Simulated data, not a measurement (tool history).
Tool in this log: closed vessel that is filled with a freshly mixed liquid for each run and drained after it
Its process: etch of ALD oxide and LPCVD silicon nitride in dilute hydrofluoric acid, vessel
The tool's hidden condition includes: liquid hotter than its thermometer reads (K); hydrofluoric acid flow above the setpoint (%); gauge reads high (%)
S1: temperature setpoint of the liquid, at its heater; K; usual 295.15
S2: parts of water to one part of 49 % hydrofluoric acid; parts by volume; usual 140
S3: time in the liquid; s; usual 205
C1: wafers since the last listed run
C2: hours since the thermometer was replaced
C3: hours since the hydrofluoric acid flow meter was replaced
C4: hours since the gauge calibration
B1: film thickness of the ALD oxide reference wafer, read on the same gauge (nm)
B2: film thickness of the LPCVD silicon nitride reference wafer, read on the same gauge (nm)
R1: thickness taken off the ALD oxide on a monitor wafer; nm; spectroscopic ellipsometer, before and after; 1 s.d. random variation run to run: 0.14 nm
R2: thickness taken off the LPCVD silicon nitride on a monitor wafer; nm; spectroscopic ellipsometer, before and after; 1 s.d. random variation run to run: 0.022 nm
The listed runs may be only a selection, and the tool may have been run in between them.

run   hour      S1   S2   S3    C1      C2      C3     C4     B1      B2     R1     R2
  1      0  295.15  140  205     0    1243   840.7  406.5  89.98  50.011  19.18  0.672
  2   28.8  292.15  140  205  3260  1271.8   869.5  435.3  89.96   49.99  17.19  0.571
  3   45.1  295.15  120  140  1845  1288.1   885.8  451.6  89.98  49.992  15.82  0.557
  4   64.4  295.15  120  140  2185  1307.4   905.1  470.9  89.99      50  15.78   0.55
  5   85.1  295.15  100  205  2343  1328.1   925.8  491.6  89.98  50.029  28.22  1.005
  6  114.3  295.15  100  205  3305  1357.3     955  520.8     90  49.965  28.28  0.956
  7  141.4  295.15  140  205  3068  1384.4   982.1  547.9  90.02  50.022  19.48  0.686
     155.4  -- gauge calibrated
  8  157.6  295.15  140  205  1834  1400.6   998.3    2.2  90.01  49.964  19.68  0.671
  9  193.3  295.15  140  205  4041  1436.3    1034   37.9  89.96  49.954   19.6  0.738
 10  207.9  297.65  140  275  1652  1450.9  1048.6   52.5  90.01  50.025  29.63  1.063
 11  235.9  297.65  140  275  3169  1478.9  1076.6   80.5  89.99  50.013  29.39  1.116
     250.5  -- thermometer replaced
 12  255.6  295.15  140  205  2117     5.1  1096.3  100.2     90  49.962  19.82  0.726
 13    269  296.65  100  205  1517    18.5  1109.7  113.6     90  50.033  30.83  1.097
     276.1  -- hydrofluoric acid flow meter replaced
 14  286.9  295.15  140  105  1913    36.4    10.8  131.5  89.99  49.995   9.08  0.325
 15  311.8  299.15  180  205  2819    61.3    35.7  156.4  89.99      50  15.34  0.633
 16  347.5  295.15  140  205  4041      97    71.4  192.1  89.99  50.002  17.56  0.645
 17  361.4  300.15  140  205  1573   110.9    85.3    206     90  50.001  21.38  0.864
 18  376.2  295.15  140  260  1675   125.7   100.1  220.8  89.98   49.98  22.51  0.825
 19  408.4  295.15  140  205  3645   157.9   132.3    253  89.97  49.976   17.7   0.64
 20  423.5  295.15  140  295  1709     173   147.4  268.1  90.01  50.032  25.17  0.943
 21  449.5  292.65  140  320  2943     199   173.4  294.1  89.99  50.012  25.42  0.863
 22  463.3  295.15  140  205  1562   212.8   187.2  307.9  90.03   49.98  17.64  0.624
 23  496.5  298.15  140  250  3758     246   220.4  341.1  90.02      50  24.56  0.906

3 options for the next run, each taken on its own from the tool as it stands now. Forecast them:
  A  497.2  295.15  140  205  79  246.7  221.1  341.8   ?   ?   ?   ?
  B  497.2  291.65  140  280  79  246.7  221.1  341.8   ?   ?   ?   ?
  C  497.2  293.65  170  205  79  246.7  221.1  341.8   ?   ?   ?   ?

run     B1      B2     R1     R2
  A  90.02  50.015  17.87  0.612
  B  90.02  50.015  21.21  0.661
  C  90.02  50.015  13.45  0.458
What these runs would have given with no unlogged condition in the tool:
run     R1     R2
  A  17.26  0.594
  B   20.5  0.642
  C  12.98  0.445
